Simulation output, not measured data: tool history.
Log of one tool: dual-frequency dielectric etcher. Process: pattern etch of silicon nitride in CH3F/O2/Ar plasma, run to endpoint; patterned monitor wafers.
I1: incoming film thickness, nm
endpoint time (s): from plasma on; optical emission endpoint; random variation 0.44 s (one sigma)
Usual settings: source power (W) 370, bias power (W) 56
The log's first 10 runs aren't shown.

Run 11, day 4.375: usual settings but source power (W) 310, bias power (W) 66; I1 38.34. Result: endpoint time (s) 64.4.
Run 12, day 4.858: usual settings but source power (W) 310, bias power (W) 66; I1 38.61. Result: endpoint time (s) 64.0.
Run 13, day 5.192: usual settings but source power (W) 310, bias power (W) 66; I1 37.81. Result: endpoint time (s) 63.9.
At day 5.642: bias power generator calibrated.
At day 5.804: source power generator calibrated.
Run 14, day 5.825: usual settings; I1 38.04. Result: endpoint time (s) 62.1.
Run 15, day 5.858: usual settings; I1 38.50. Result: endpoint time (s) 62.7.
Run 16, day 6.546: usual settings but source power (W) 350; I1 38.37. Result: endpoint time (s) 64.5.
Run 17, day 7.188: usual settings but source power (W) 350; I1 38.27. Result: endpoint time (s) 63.8.
Run 18, day 7.475: usual settings but source power (W) 420, bias power (W) 44; I1 38.13. Result: endpoint time (s) 63.7.
Run 19, day 7.938: usual settings but source power (W) 330, bias power (W) 67; I1 38.24. Result: endpoint time (s) 62.1.
Run 20, day 8.408: usual settings but source power (W) 430, bias power (W) 51; I1 38.39. Result: endpoint time (s) 61.2.
At day 9.975: wet clean of the chamber.
At day 10.250: upper electrode replaced.
Run 21, day 10.271: usual settings; I1 38.17. Result: endpoint time (s) 64.2.
Run 22, day 10.283: usual settings but source power (W) 290; I1 38.47. Result: endpoint time (s) 72.9.
Run 23, day 10.300: usual settings but source power (W) 400, bias power (W) 67; I1 38.14. Result: endpoint time (s) 58.6.
Run 24, day 10.729: usual settings but bias power (W) 60; I1 38.00. Result: endpoint time (s) 62.0.
Run 25, day 11.433: usual settings but bias power (W) 49; I1 38.15. Result: endpoint time (s) 67.4.
Run 26, day 11.912: usual settings but source power (W) 460, bias power (W) 69; I1 38.22. Result: endpoint time (s) 55.7.
Run 27, day 12.512: usual settings but source power (W) 280, bias power (W) 61; I1 38.87. Result: endpoint time (s) 71.8.
Run 28, day 12.879: usual settings but bias power (W) 46; I1 38.12. Result: endpoint time (s) 67.5.
Run 29, day 13.179: usual settings but bias power (W) 70; I1 38.09. Result: endpoint time (s) 58.8.
Run 30, day 13.583: usual settings but source power (W) 440, bias power (W) 64; I1 38.18. Result: endpoint time (s) 56.9.
Run 31, day 13.958: usual settings but source power (W) 440, bias power (W) 64; I1 37.99. Result: endpoint time (s) 56.5.
Run 32, day 14.567: usual settings but source power (W) 410, bias power (W) 52; I1 38.39. Result: endpoint time (s) 63.4.
Run 33, day 14.846: usual settings but source power (W) 410, bias power (W) 63; I1 38.35. Result: endpoint time (s) 59.4.
Run 34, day 15.538: usual settings but source power (W) 410, bias power (W) 44; I1 38.05. Result: endpoint time (s) 65.3.

Forecast each of these 3 alternatives for the next run:
Run A, day 15.554: usual settings but source power (W) 440; I1 38.65. Result: endpoint time (s) ?.
Run B, day 15.554: usual settings but source power (W) 450; I1 38.65. Result: endpoint time (s) ?.
Run C, day 15.554: usual settings but source power (W) 310, bias power (W) 68; I1 38.65. Result: endpoint time (s) ?.

run  endpoint time (s)
  A               60.5
  B               60.0
  C               65.8
Without the tool's hidden state the same runs would have given:
run  endpoint time (s)
  A               61.2
  B               60.6
  C               66.5

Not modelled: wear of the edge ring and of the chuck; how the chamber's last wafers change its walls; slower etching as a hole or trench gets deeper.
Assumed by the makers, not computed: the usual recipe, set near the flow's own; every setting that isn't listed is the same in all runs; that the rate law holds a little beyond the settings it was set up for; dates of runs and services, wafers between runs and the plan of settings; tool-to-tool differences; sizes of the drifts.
